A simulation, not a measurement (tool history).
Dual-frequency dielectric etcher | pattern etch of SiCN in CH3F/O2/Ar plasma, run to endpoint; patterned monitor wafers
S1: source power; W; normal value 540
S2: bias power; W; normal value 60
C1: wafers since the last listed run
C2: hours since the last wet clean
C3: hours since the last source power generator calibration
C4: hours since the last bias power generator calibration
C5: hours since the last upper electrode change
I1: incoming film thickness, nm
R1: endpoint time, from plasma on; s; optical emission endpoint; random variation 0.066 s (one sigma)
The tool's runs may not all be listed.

| run | hour | S1 | S2 | C1 | C2 | C3 | C4 | C5 | I1 | R1 |
|---|---|---|---|---|---|---|---|---|---|---|
| 1 | 0 | 430 | 60 | 0 | 348.8 | 3794.7 | 3164.8 | 4336.9 | 9.06 | 23.2 |
| 2 | 64.8 | 540 | 60 | 804 | 413.6 | 3859.5 | 3229.6 | 4401.7 | 8.97 | 21 |
| 3 | 92.7 | 540 | 60 | 346 | 441.5 | 3887.4 | 3257.5 | 4429.6 | 8.95 | 21 |
| 4 | 129.4 | 540 | 60 | 455 | 478.2 | 3924.1 | 3294.2 | 4466.3 | 8.96 | 21.1 |
| 5 | 187.8 | 540 | 60 | 724 | 536.6 | 3982.5 | 3352.6 | 4524.7 | 9.01 | 21.1 |
| 6 | 235.4 | 540 | 60 | 590 | 584.2 | 4030.1 | 3400.2 | 4572.3 | 9.04 | 21.1 |
|  | 310.1 | wet clean of the chamber |
| 7 | 310.6 | 540 | 60 | 635 | 0.5 | 4105.3 | 3475.4 | 4647.5 | 8.94 | 21.2 |
| 8 | 394.6 | 540 | 60 | 1042 | 84.5 | 4189.3 | 3559.4 | 4731.5 | 9.04 | 21.5 |
| 9 | 466.6 | 540 | 60 | 893 | 156.5 | 4261.3 | 3631.4 | 4803.5 | 9 | 21.4 |
| 10 | 515.3 | 500 | 60 | 604 | 205.2 | 4310 | 3680.1 | 4852.2 | 8.94 | 21.7 |
| 11 | 576.8 | 540 | 60 | 763 | 266.7 | 4371.5 | 3741.6 | 4913.7 | 9.07 | 21.4 |
| 12 | 632.6 | 540 | 60 | 692 | 322.5 | 4427.3 | 3797.4 | 4969.5 | 8.93 | 21 |
|  | 639.9 | bias power generator calibrated |
| 13 | 679.1 | 540 | 55 | 527 | 369 | 4473.8 | 39.2 | 5016 | 9.08 | 22.8 |
| 14 | 713.4 | 540 | 60 | 425 | 403.3 | 4508.1 | 73.5 | 5050.3 | 9.02 | 21.6 |
| 15 | 836.6 | 590 | 75 | 1529 | 526.5 | 4631.3 | 196.7 | 5173.5 | 8.91 | 18.7 |
|  | 858.1 | source power generator calibrated |
| 16 | 891.4 | 410 | 74 | 630 | 581.3 | 33.3 | 251.5 | 5228.3 | 8.98 | 21.4 |
| 17 | 921.6 | 540 | 60 | 374 | 611.5 | 63.5 | 281.7 | 5258.5 | 9.06 | 21.5 |

Estimate the outcome of run 18 from the log above:
|  | 956.7 | wet clean of the chamber |
|  | 970.6 | upper electrode replaced |
| 18 | 991.6 | 540 | 60 | 398 | 34.9 | 133.5 | 351.7 | 21 | 8.95 | ? |

R1: 21.9 s
If the tool had no hidden condition, the same run with the same run-to-run variation would have returned R1 21.9 s.
